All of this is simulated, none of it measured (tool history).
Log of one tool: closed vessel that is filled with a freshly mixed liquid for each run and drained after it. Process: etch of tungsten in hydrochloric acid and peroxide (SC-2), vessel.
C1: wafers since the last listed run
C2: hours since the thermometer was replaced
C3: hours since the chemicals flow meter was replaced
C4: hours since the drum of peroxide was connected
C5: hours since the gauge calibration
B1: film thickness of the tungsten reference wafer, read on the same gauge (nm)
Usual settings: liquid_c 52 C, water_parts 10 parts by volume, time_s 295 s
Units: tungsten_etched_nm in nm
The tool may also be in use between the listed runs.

{"run": 1, "hour": 0.0, "liquid_c": 52, "water_parts": 10, "time_s": 295, "C1": 0, "C2": 494.2, "C3": 521.8, "C4": 82.2, "C5": 1060.2, "B1": 40.01, "tungsten_etched_nm": 41.32}
{"hour": 10.3, "done": "gauge calibrated"}
{"run": 2, "hour": 75.2, "liquid_c": 52, "water_parts": 10, "time_s": 295, "C1": 5321, "C2": 569.4, "C3": 597, "C4": 157.4, "C5": 64.9, "B1": 40.01, "tungsten_etched_nm": 41.68}
{"run": 3, "hour": 134.9, "liquid_c": 57, "water_parts": 10, "time_s": 295, "C1": 4224, "C2": 629.1, "C3": 656.7, "C4": 217.1, "C5": 124.6, "B1": 40.01, "tungsten_etched_nm": 57.03}
{"run": 4, "hour": 209.8, "liquid_c": 52, "water_parts": 10, "time_s": 295, "C1": 5300, "C2": 704, "C3": 731.6, "C4": 292, "C5": 199.5, "B1": 39.99, "tungsten_etched_nm": 42.17}
{"hour": 217.1, "done": "chemicals flow meter replaced"}
{"run": 5, "hour": 300.3, "liquid_c": 52, "water_parts": 10, "time_s": 295, "C1": 6333, "C2": 794.5, "C3": 83.2, "C4": 382.5, "C5": 290, "B1": 40.01, "tungsten_etched_nm": 38.54}
{"run": 6, "hour": 394.7, "liquid_c": 52, "water_parts": 10, "time_s": 295, "C1": 6680, "C2": 888.9, "C3": 177.6, "C4": 476.9, "C5": 384.4, "B1": 40.01, "tungsten_etched_nm": 38.84}
{"run": 7, "hour": 442.4, "liquid_c": 52, "water_parts": 8, "time_s": 295, "C1": 3375, "C2": 936.6, "C3": 225.3, "C4": 524.6, "C5": 432.1, "B1": 39.99, "tungsten_etched_nm": 47.43}
{"run": 8, "hour": 529.4, "liquid_c": 52, "water_parts": 10, "time_s": 295, "C1": 6156, "C2": 1023.6, "C3": 312.3, "C4": 611.6, "C5": 519.1, "B1": 40.03, "tungsten_etched_nm": 39.56}
{"run": 9, "hour": 747.0, "liquid_c": 52, "water_parts": 10, "time_s": 295, "C1": 15398, "C2": 1241.2, "C3": 529.9, "C4": 829.2, "C5": 736.7, "B1": 40.01, "tungsten_etched_nm": 40.47}
{"run": 10, "hour": 796.6, "liquid_c": 52, "water_parts": 10, "time_s": 295, "C1": 3509, "C2": 1290.8, "C3": 579.5, "C4": 878.8, "C5": 786.3, "B1": 40.01, "tungsten_etched_nm": 40.65}
{"hour": 902.1, "done": "new drum of peroxide connected"}
{"hour": 941.3, "done": "chemicals flow meter replaced"}
{"run": 11, "hour": 977.6, "liquid_c": 52, "water_parts": 10, "time_s": 295, "C1": 12666, "C2": 1471.8, "C3": 36.3, "C4": 75.5, "C5": 967.3, "B1": 40.02, "tungsten_etched_nm": 37.6}
{"hour": 980.5, "done": "gauge calibrated"}
{"run": 12, "hour": 1061.4, "liquid_c": 59, "water_parts": 5, "time_s": 160, "C1": 5930, "C2": 1555.6, "C3": 120.1, "C4": 159.3, "C5": 80.9, "B1": 39.98, "tungsten_etched_nm": 55.57}
{"run": 13, "hour": 1258.1, "liquid_c": 43.5, "water_parts": 11.5, "time_s": 295, "C1": 13919, "C2": 1752.3, "C3": 316.8, "C4": 356, "C5": 277.6, "B1": 40, "tungsten_etched_nm": 19.52}
{"hour": 1342.2, "done": "thermometer replaced"}
{"run": 14, "hour": 1344.4, "liquid_c": 43, "water_parts": 6, "time_s": 170, "C1": 6036, "C2": 2.2, "C3": 403.1, "C4": 442.3, "C5": 363.9, "B1": 40, "tungsten_etched_nm": 18.88}
{"run": 15, "hour": 1433.4, "liquid_c": 48, "water_parts": 7.5, "time_s": 350, "C1": 6298, "C2": 91.2, "C3": 492.1, "C4": 531.3, "C5": 452.9, "B1": 40, "tungsten_etched_nm": 47}
{"run": 16, "hour": 1529.0, "liquid_c": 52, "water_parts": 10, "time_s": 295, "C1": 6765, "C2": 186.8, "C3": 587.7, "C4": 626.9, "C5": 548.5, "B1": 40, "tungsten_etched_nm": 41.87}
{"hour": 1537.3, "done": "chemicals flow meter replaced"}
{"run": 17, "hour": 1599.0, "liquid_c": 55, "water_parts": 6, "time_s": 125, "C1": 4882, "C2": 256.8, "C3": 61.7, "C4": 696.9, "C5": 618.5, "B1": 40.02, "tungsten_etched_nm": 30.17}
{"run": 18, "hour": 1666.5, "liquid_c": 52, "water_parts": 13.5, "time_s": 440, "C1": 4776, "C2": 324.3, "C3": 129.2, "C4": 764.4, "C5": 686, "B1": 40.01, "tungsten_etched_nm": 45.46}
{"hour": 1726.5, "done": "new drum of peroxide connected"}
{"run": 19, "hour": 1727.0, "liquid_c": 43.5, "water_parts": 10, "time_s": 140, "C1": 4210, "C2": 384.8, "C3": 189.7, "C4": 0.5, "C5": 746.5, "B1": 40.01, "tungsten_etched_nm": 10.61}
{"run": 20, "hour": 1801.0, "liquid_c": 52, "water_parts": 10, "time_s": 355, "C1": 5236, "C2": 458.8, "C3": 263.7, "C4": 74.5, "C5": 820.5, "B1": 40.02, "tungsten_etched_nm": 48.32}

How the hidden state differs across the entries between the runs, from the last listed run before each to the first after it:
Between runs 1 and 2: gauge calibrated (hour 10.3)
  liquid colder than its thermometer reads (K): 0.27 -> 0.296; chemicals flow above the setpoint (%): 8.92 -> 10.1
  measured less the result without the state, tungsten_etched_nm: +2.13 -> +2.41 nm
Between runs 4 and 5: chemicals flow meter replaced (hour 217.1)
  liquid colder than its thermometer reads (K): 0.343 -> 0.375; chemicals flow above the setpoint (%): 12.1 -> 2.23
  measured less the result without the state, tungsten_etched_nm: +2.93 -> -0.23 nm
Between runs 10 and 11: new drum of peroxide connected (hour 902.1); chemicals flow meter replaced (hour 941.3)
  liquid colder than its thermometer reads (K): 0.549 -> 0.612; chemicals flow above the setpoint (%): 9.83 -> 0.874
  measured less the result without the state, tungsten_etched_nm: +1.64 -> -1.26 nm
Between runs 11 and 12: gauge calibrated (hour 980.5)
  liquid colder than its thermometer reads (K): 0.612 -> 0.641; chemicals flow above the setpoint (%): 0.874 -> 2.16
  measured less the result without the state, tungsten_etched_nm: -1.26 -> -1.42 nm
Between runs 13 and 14: thermometer replaced (hour 1342.2)
  liquid colder than its thermometer reads (K): 0.71 -> 0.154; chemicals flow above the setpoint (%): 5.17 -> 6.49
  measured less the result without the state, tungsten_etched_nm: -0.13 -> +0.67 nm
Between runs 16 and 17: chemicals flow meter replaced (hour 1537.3)
  liquid colder than its thermometer reads (K): 0.219 -> 0.244; chemicals flow above the setpoint (%): 9.32 -> 2.15
  measured less the result without the state, tungsten_etched_nm: +2.4 -> +0.01 nm
Between runs 18 and 19: new drum of peroxide connected (hour 1726.5)
  liquid colder than its thermometer reads (K): 0.267 -> 0.288; chemicals flow above the setpoint (%): 3.19 -> 4.11
  measured less the result without the state, tungsten_etched_nm: +0.43 -> +0.14 nm

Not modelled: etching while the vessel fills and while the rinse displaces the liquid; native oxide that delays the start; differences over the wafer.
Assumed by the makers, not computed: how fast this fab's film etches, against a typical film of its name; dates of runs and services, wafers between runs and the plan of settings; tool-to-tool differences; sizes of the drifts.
